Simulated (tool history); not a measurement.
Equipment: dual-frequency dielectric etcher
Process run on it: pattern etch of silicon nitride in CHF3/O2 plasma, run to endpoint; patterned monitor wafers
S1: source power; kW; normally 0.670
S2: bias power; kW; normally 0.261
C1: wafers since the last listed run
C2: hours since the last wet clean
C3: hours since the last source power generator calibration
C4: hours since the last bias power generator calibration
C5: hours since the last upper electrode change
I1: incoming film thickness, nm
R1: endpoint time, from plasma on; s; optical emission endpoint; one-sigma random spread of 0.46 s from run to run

{"run": 1, "hour": 0.0, "S1": 0.72, "S2": 0.304, "C1": 0, "C2": 139.9, "C3": 433.9, "C4": 2960.4, "C5": 3657.4, "I1": 96.2, "R1": 46.6}
{"run": 2, "hour": 94.8, "S1": 0.72, "S2": 0.304, "C1": 1628, "C2": 234.7, "C3": 528.7, "C4": 3055.2, "C5": 3752.2, "I1": 96.0, "R1": 46.3}
{"run": 3, "hour": 152.1, "S1": 0.62, "S2": 0.222, "C1": 984, "C2": 292.0, "C3": 586.0, "C4": 3112.5, "C5": 3809.5, "I1": 97.3, "R1": 58.5}
{"run": 4, "hour": 241.6, "S1": 0.62, "S2": 0.222, "C1": 1537, "C2": 381.5, "C3": 675.5, "C4": 3202.0, "C5": 3899.0, "I1": 95.7, "R1": 58.1}
{"run": 5, "hour": 333.3, "S1": 0.67, "S2": 0.261, "C1": 1575, "C2": 473.2, "C3": 767.2, "C4": 3293.7, "C5": 3990.7, "I1": 95.9, "R1": 50.5}
{"run": 6, "hour": 403.7, "S1": 0.57, "S2": 0.261, "C1": 1209, "C2": 543.6, "C3": 837.6, "C4": 3364.1, "C5": 4061.1, "I1": 96.7, "R1": 55.8}
{"run": 7, "hour": 480.6, "S1": 0.57, "S2": 0.261, "C1": 1321, "C2": 620.5, "C3": 914.5, "C4": 3441.0, "C5": 4138.0, "I1": 96.4, "R1": 55.7}
{"hour": 531.1, "done": "wet clean of the chamber"}
{"run": 8, "hour": 582.8, "S1": 0.77, "S2": 0.221, "C1": 1343, "C2": 51.7, "C3": 1016.7, "C4": 3543.2, "C5": 4240.2, "I1": 95.5, "R1": 51.5}
{"run": 9, "hour": 685.9, "S1": 0.77, "S2": 0.221, "C1": 1771, "C2": 154.8, "C3": 1119.8, "C4": 3646.3, "C5": 4343.3, "I1": 95.3, "R1": 51.6}
{"run": 10, "hour": 734.1, "S1": 0.77, "S2": 0.221, "C1": 828, "C2": 203.0, "C3": 1168.0, "C4": 3694.5, "C5": 4391.5, "I1": 95.0, "R1": 50.9}
{"run": 11, "hour": 805.0, "S1": 0.67, "S2": 0.231, "C1": 1218, "C2": 273.9, "C3": 1238.9, "C4": 3765.4, "C5": 4462.4, "I1": 97.0, "R1": 55.1}
{"run": 12, "hour": 881.2, "S1": 0.67, "S2": 0.231, "C1": 1309, "C2": 350.1, "C3": 1315.1, "C4": 3841.6, "C5": 4538.6, "I1": 96.4, "R1": 54.0}
{"run": 13, "hour": 960.3, "S1": 0.67, "S2": 0.231, "C1": 1359, "C2": 429.2, "C3": 1394.2, "C4": 3920.7, "C5": 4617.7, "I1": 96.6, "R1": 53.9}
{"run": 14, "hour": 1059.6, "S1": 0.55, "S2": 0.261, "C1": 1706, "C2": 528.5, "C3": 1493.5, "C4": 4020.0, "C5": 4717.0, "I1": 95.9, "R1": 56.2}
{"hour": 1158.1, "done": "upper electrode replaced"}
{"run": 15, "hour": 1158.6, "S1": 0.67, "S2": 0.261, "C1": 1288, "C2": 627.5, "C3": 1592.5, "C4": 4119.0, "C5": 0.5, "I1": 96.0, "R1": 49.3}
{"hour": 1218.7, "done": "wet clean of the chamber"}
{"run": 16, "hour": 1219.2, "S1": 0.72, "S2": 0.261, "C1": 628, "C2": 0.5, "C3": 1653.1, "C4": 4179.6, "C5": 61.1, "I1": 95.6, "R1": 50.3}
{"run": 17, "hour": 1377.1, "S1": 0.72, "S2": 0.261, "C1": 2713, "C2": 158.4, "C3": 1811.0, "C4": 4337.5, "C5": 219.0, "I1": 96.4, "R1": 49.0}
{"run": 18, "hour": 1468.4, "S1": 0.53, "S2": 0.261, "C1": 1568, "C2": 249.7, "C3": 1902.3, "C4": 4428.8, "C5": 310.3, "I1": 96.2, "R1": 59.1}
{"run": 19, "hour": 1537.3, "S1": 0.67, "S2": 0.261, "C1": 1183, "C2": 318.6, "C3": 1971.2, "C4": 4497.7, "C5": 379.2, "I1": 96.8, "R1": 51.2}
{"run": 20, "hour": 1616.3, "S1": 0.67, "S2": 0.231, "C1": 1357, "C2": 397.6, "C3": 2050.2, "C4": 4576.7, "C5": 458.2, "I1": 96.0, "R1": 53.9}
{"run": 21, "hour": 1660.2, "S1": 0.76, "S2": 0.243, "C1": 754, "C2": 441.5, "C3": 2094.1, "C4": 4620.6, "C5": 502.1, "I1": 97.4, "R1": 48.2}
{"run": 22, "hour": 1747.1, "S1": 0.82, "S2": 0.261, "C1": 1493, "C2": 528.4, "C3": 2181.0, "C4": 4707.5, "C5": 589.0, "I1": 96.2, "R1": 45.1}
{"run": 23, "hour": 1821.0, "S1": 0.53, "S2": 0.224, "C1": 1269, "C2": 602.3, "C3": 2254.9, "C4": 4781.4, "C5": 662.9, "I1": 95.2, "R1": 61.5}
{"hour": 1827.4, "done": "bias power generator calibrated"}
{"hour": 1869.4, "done": "wet clean of the chamber"}
{"run": 24, "hour": 1928.7, "S1": 0.67, "S2": 0.31, "C1": 1369, "C2": 59.3, "C3": 2362.6, "C4": 101.3, "C5": 770.6, "I1": 96.8, "R1": 48.9}
{"hour": 1985.8, "done": "source power generator calibrated"}
{"run": 25, "hour": 1999.6, "S1": 0.67, "S2": 0.286, "C1": 1149, "C2": 130.2, "C3": 13.8, "C4": 172.2, "C5": 841.5, "I1": 95.7, "R1": 50.0}
{"run": 26, "hour": 2086.5, "S1": 0.67, "S2": 0.261, "C1": 1493, "C2": 217.1, "C3": 100.7, "C4": 259.1, "C5": 928.4, "I1": 95.7, "R1": 51.6}
{"run": 27, "hour": 2144.4, "S1": 0.67, "S2": 0.231, "C1": 994, "C2": 275.0, "C3": 158.6, "C4": 317.0, "C5": 986.3, "I1": 95.6, "R1": 54.2}
{"run": 28, "hour": 2241.0, "S1": 0.58, "S2": 0.233, "C1": 1659, "C2": 371.6, "C3": 255.2, "C4": 413.6, "C5": 1082.9, "I1": 95.7, "R1": 58.0}
{"run": 29, "hour": 2333.6, "S1": 0.67, "S2": 0.261, "C1": 1591, "C2": 464.2, "C3": 347.8, "C4": 506.2, "C5": 1175.5, "I1": 95.7, "R1": 50.7}
{"run": 30, "hour": 2388.6, "S1": 0.67, "S2": 0.261, "C1": 945, "C2": 519.2, "C3": 402.8, "C4": 561.2, "C5": 1230.5, "I1": 95.9, "R1": 49.8}
{"run": 31, "hour": 2433.0, "S1": 0.82, "S2": 0.229, "C1": 762, "C2": 563.6, "C3": 447.2, "C4": 605.6, "C5": 1274.9, "I1": 95.9, "R1": 47.6}
{"hour": 2526.7, "done": "wet clean of the chamber"}
{"run": 32, "hour": 2527.2, "S1": 0.67, "S2": 0.261, "C1": 1206, "C2": 0.5, "C3": 541.4, "C4": 699.8, "C5": 1369.1, "I1": 95.8, "R1": 52.1}
{"run": 33, "hour": 2575.7, "S1": 0.8, "S2": 0.278, "C1": 833, "C2": 49.0, "C3": 589.9, "C4": 748.3, "C5": 1417.6, "I1": 95.7, "R1": 45.4}
{"run": 34, "hour": 2838.0, "S1": 0.79, "S2": 0.241, "C1": 4506, "C2": 311.3, "C3": 852.2, "C4": 1010.6, "C5": 1679.9, "I1": 96.2, "R1": 47.6}
{"run": 35, "hour": 2910.4, "S1": 0.8, "S2": 0.219, "C1": 1243, "C2": 383.7, "C3": 924.6, "C4": 1083.0, "C5": 1752.3, "I1": 95.2, "R1": 49.6}
{"run": 36, "hour": 2977.3, "S1": 0.67, "S2": 0.261, "C1": 1149, "C2": 450.6, "C3": 991.5, "C4": 1149.9, "C5": 1819.2, "I1": 95.5, "R1": 49.0}

What was the tool's hidden state at every run in the log?
source power that arrives over what is set, %: 0 on each run
bias power that arrives over what is set, %: 0 on each run
H1: etch rate over this chamber's usual, %
run=1 H1=0.309
run=2 H1=1.14
run=3 H1=1.65
run=4 H1=2.43
run=5 H1=3.24
run=6 H1=3.86
run=7 H1=4.53
run=8 H1=0.412
run=9 H1=1.32
run=10 H1=1.74
run=11 H1=2.36
run=12 H1=3.03
run=13 H1=3.73
run=14 H1=4.6
run=15 H1=5.47
run=16 H1=0.0749
run=17 H1=1.46
run=18 H1=2.26
run=19 H1=2.87
run=20 H1=3.56
run=21 H1=3.95
run=22 H1=4.71
run=23 H1=5.36
run=24 H1=-0.286
run=25 H1=0.337
run=26 H1=1.1
run=27 H1=1.61
run=28 H1=2.46
run=29 H1=3.27
run=30 H1=3.75
run=31 H1=4.15
run=32 H1=0.15
run=33 H1=0.577
run=34 H1=2.88
run=35 H1=3.52
run=36 H1=4.11
